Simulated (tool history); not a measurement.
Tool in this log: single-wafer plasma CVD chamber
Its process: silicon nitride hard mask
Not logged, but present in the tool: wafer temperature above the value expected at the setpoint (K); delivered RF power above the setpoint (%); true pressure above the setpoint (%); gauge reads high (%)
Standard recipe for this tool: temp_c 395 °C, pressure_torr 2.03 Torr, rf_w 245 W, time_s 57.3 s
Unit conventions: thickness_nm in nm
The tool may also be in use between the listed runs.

run,hour,temp_c,pressure_torr,rf_w,time_s,wafers since the last listed run,hours since the last thermocouple change,hours since the last RF generator calibration,hours since the last manometer calibration,hours since the showerhead was replaced,hours since the gauge calibration,"read-back reference wafer on the same gauge, thickness_nm",thickness_nm
1,0.0,406,2.03,245,57.3,0,1779.2,1788.1,1393.6,6361.9,86.7,68.316,60.017
2,41.3,406,2.03,245,57.3,1130,1820.5,1829.4,1434.9,6403.2,128.0,68.332,59.795
3,51.6,395,2.03,245,57.3,281,1830.8,1839.7,1445.2,6413.5,138.3,68.309,60.111
4,63.5,395,2.03,230,57.3,325,1842.7,1851.6,1457.1,6425.4,150.2,68.314,58.053
5,73.3,395,2.03,230,57.3,268,1852.5,1861.4,1466.9,6435.2,160.0,68.301,57.987
6,83.4,395,2.18,255,57.3,276,1862.6,1871.5,1477.0,6445.3,170.1,68.313,62.943
7,94.9,395,2.18,255,57.3,314,1874.1,1883.0,1488.5,6456.8,181.6,68.308,62.963
8,106.6,395,2.18,255,57.3,320,1885.8,1894.7,1500.2,6468.5,193.3,68.314,62.991
# hour 117.4: RF generator calibrated
9,121.6,395,2.03,245,57.3,191,1900.8,4.2,1515.2,6483.5,208.3,68.264,58.672
10,137.9,395,2.03,245,57.3,446,1917.1,20.5,1531.5,6499.8,224.6,68.327,58.644
# hour 153.9: showerhead replaced
11,154.4,380,1.64,200,54.2,232,1933.6,37.0,1548.0,0.5,241.1,68.330,45.522
# hour 164.0: RF generator calibrated, repeated, since the last time left the tool worse
12,169.8,395,2.03,245,48.5,202,1949.0,5.8,1563.4,15.9,256.5,68.323,52.428
13,185.5,389,2.44,225,57.3,429,1964.7,21.5,1579.1,31.6,272.2,68.317,62.784
# hour 200.7: thermocouple changed; heater temperature recalibrated
14,203.5,395,2.03,245,57.3,273,2.8,39.5,1597.1,49.6,290.2,68.298,61.890
# hour 220.3: gauge calibrated
15,221.3,395,2.49,245,57.3,487,20.6,57.3,1614.9,67.4,1.0,68.287,65.944
# hour 233.1: capacitance manometer re-zeroed and calibrated
16,233.6,395,2.31,245,66.5,117,32.9,69.6,0.5,79.7,13.3,68.285,74.814
17,239.6,381,2.03,225,57.3,164,38.9,75.6,6.5,85.7,19.3,68.333,59.281
18,272.7,382,1.64,245,53.0,905,72.0,108.7,39.6,118.8,52.4,68.271,52.719
19,285.1,390,1.83,200,46.6,339,84.4,121.1,52.0,131.2,64.8,68.309,43.111
20,293.5,395,2.03,245,57.3,229,92.8,129.5,60.4,139.6,73.2,68.290,61.746
21,302.0,390,1.79,215,62.9,232,101.3,138.0,68.9,148.1,81.7,68.315,60.221

What if the next run were any one of these 3? Each begins from the tool's condition after run 21:
A,302.4,395,2.03,245,57.3,10,101.7,138.4,69.3,148.5,82.1,?,?
B,302.4,400,1.68,215,53.0,10,101.7,138.4,69.3,148.5,82.1,?,?
C,302.4,404,2.03,220,57.3,10,101.7,138.4,69.3,148.5,82.1,?,?

run,"read-back reference wafer on the same gauge, thickness_nm",thickness_nm
A,68.308,61.560
B,68.308,49.125
C,68.308,57.794
With no hidden state in the tool, these same runs would have given:
run,thickness_nm
A,62.017
B,49.509
C,58.246

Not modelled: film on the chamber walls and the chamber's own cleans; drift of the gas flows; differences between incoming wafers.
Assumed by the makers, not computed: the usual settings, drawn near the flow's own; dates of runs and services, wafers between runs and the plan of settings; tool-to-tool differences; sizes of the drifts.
